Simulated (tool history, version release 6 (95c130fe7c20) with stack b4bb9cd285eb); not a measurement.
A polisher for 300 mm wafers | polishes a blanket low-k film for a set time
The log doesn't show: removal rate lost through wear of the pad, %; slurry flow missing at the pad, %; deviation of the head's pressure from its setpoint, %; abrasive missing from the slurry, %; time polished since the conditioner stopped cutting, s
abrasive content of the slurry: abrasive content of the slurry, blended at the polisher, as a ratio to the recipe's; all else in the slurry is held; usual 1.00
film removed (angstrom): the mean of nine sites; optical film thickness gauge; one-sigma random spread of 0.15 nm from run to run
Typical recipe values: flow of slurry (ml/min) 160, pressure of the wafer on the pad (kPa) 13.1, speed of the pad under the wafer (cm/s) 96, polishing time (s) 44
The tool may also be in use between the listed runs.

| run | hour | flow of slurry (ml/min) | pressure of the wafer on the pad (kPa) | speed of the pad under the wafer (cm/s) | abrasive content of the slurry | polishing time (s) | wafers since the last listed run | wafers polished on this pad | hours since the slurry nozzle was cleaned | hours since the head pressure was calibrated | hours since the slurry blender was calibrated | hours since the conditioning disc was replaced | incoming thickness of the incoming film, nm | film removed (angstrom) |
|---|---|---|---|---|---|---|---|---|---|---|---|---|---|---|
| 1 | 0.0 | 160 | 13.1 | 96 | 1.00 | 44 | 0 | 642 | 261.9 | 348.1 | 189.3 | 28.0 | 609.4 | 139 |
| 2 | 64.4 | 160 | 13.1 | 96 | 1.00 | 44 | 434 | 1076 | 326.3 | 412.5 | 253.7 | 92.4 | 616.1 | 132 |
|  | 65.5 | slurry nozzle cleaned |
|  | 101.9 | worn pad replaced by a new one |
| 3 | 102.4 | 160 | 13.1 | 96 | 1.00 | 44 | 222 | 3 | 36.9 | 450.5 | 291.7 | 130.4 | 612.3 | 143 |
|  | 123.4 | slurry blender recalibrated |
| 4 | 155.2 | 160 | 13.1 | 96 | 1.00 | 44 | 342 | 346 | 89.7 | 503.3 | 31.8 | 183.2 | 606.6 | 144 |
| 5 | 182.7 | 160 | 13.1 | 96 | 1.00 | 44 | 185 | 531 | 117.2 | 530.8 | 59.3 | 210.7 | 606.1 | 140 |
|  | 192.8 | conditioning disc replaced and pad reconditioned |
| 6 | 245.4 | 160 | 13.1 | 96 | 1.00 | 44 | 409 | 941 | 179.9 | 593.5 | 122.0 | 52.6 | 606.0 | 142 |
| 7 | 316.4 | 160 | 13.1 | 96 | 1.00 | 44 | 479 | 1420 | 250.9 | 664.5 | 193.0 | 123.6 | 609.4 | 136 |
|  | 326.6 | worn pad replaced by a new one |
|  | 372.1 | slurry nozzle cleaned |
| 8 | 377.7 | 160 | 16.5 | 96 | 0.80 | 44 | 379 | 338 | 5.6 | 725.8 | 254.3 | 184.9 | 620.5 | 165 |
|  | 381.3 | slurry blender recalibrated |
|  | 410.4 | conditioning disc replaced and pad reconditioned |
| 9 | 433.9 | 160 | 13.1 | 96 | 1.00 | 44 | 352 | 690 | 61.8 | 782.0 | 52.6 | 23.5 | 610.2 | 150 |
| 10 | 488.3 | 190 | 13.1 | 110 | 0.80 | 44 | 367 | 1057 | 116.2 | 836.4 | 107.0 | 77.9 | 600.9 | 150 |
| 11 | 542.8 | 160 | 13.1 | 96 | 1.00 | 44 | 367 | 1425 | 170.7 | 890.9 | 161.5 | 132.4 | 616.7 | 142 |
|  | 550.7 | worn pad replaced by a new one |
| 12 | 579.5 | 160 | 13.1 | 96 | 1.00 | 44 | 220 | 194 | 207.4 | 927.6 | 198.2 | 169.1 | 613.6 | 138 |
|  | 590.7 | conditioning disc replaced and pad reconditioned |
| 13 | 639.2 | 120 | 9.7 | 96 | 1.25 | 44 | 389 | 583 | 267.1 | 987.3 | 257.9 | 48.5 | 604.9 | 103 |
|  | 664.4 | slurry blender recalibrated |
| 14 | 672.3 | 160 | 13.1 | 96 | 1.00 | 44 | 209 | 793 | 300.2 | 1020.4 | 7.9 | 81.6 | 609.4 | 132 |
|  | 711.9 | slurry nozzle cleaned |
| 15 | 740.4 | 160 | 13.1 | 84 | 1.20 | 44 | 452 | 1246 | 28.5 | 1088.5 | 76.0 | 149.7 | 605.5 | 138 |
|  | 775.7 | head pressure recalibrated |
|  | 778.1 | worn pad replaced by a new one |
| 16 | 778.6 | 120 | 17.9 | 96 | 1.00 | 50 | 227 | 3 | 66.7 | 2.9 | 114.2 | 187.9 | 607.7 | 203 |
|  | 784.2 | conditioning disc replaced and pad reconditioned |
|  | 932.0 | slurry blender recalibrated |
| 17 | 969.4 | 120 | 13.1 | 114 | 1.15 | 49 | 1260 | 1264 | 257.5 | 193.7 | 37.4 | 185.2 | 605.1 | 167 |
|  | 983.4 | slurry nozzle cleaned |
|  | 1002.9 | worn pad replaced by a new one |
| 18 | 1003.4 | 160 | 13.1 | 96 | 1.10 | 44 | 195 | 3 | 20.0 | 227.7 | 71.4 | 219.2 | 614.5 | 146 |

Measured less the same run without the tool's hidden state. The same run-to-run variation is in both; the gauge's scatter may not be:
| run | film removed (angstrom) |
|---|---|
| 1 | -17 |
| 2 | -24 |
| 3 | -12 |
| 4 | -15 |
| 5 | -15 |
| 6 | -15 |
| 7 | -20 |
| 8 | -17 |
| 9 | -6 |
| 10 | -12 |
| 11 | -16 |
| 12 | -18 |
| 13 | -15 |
| 14 | -22 |
| 15 | -10 |
| 16 | -24 |
| 17 | -32 |
| 18 | -12 |
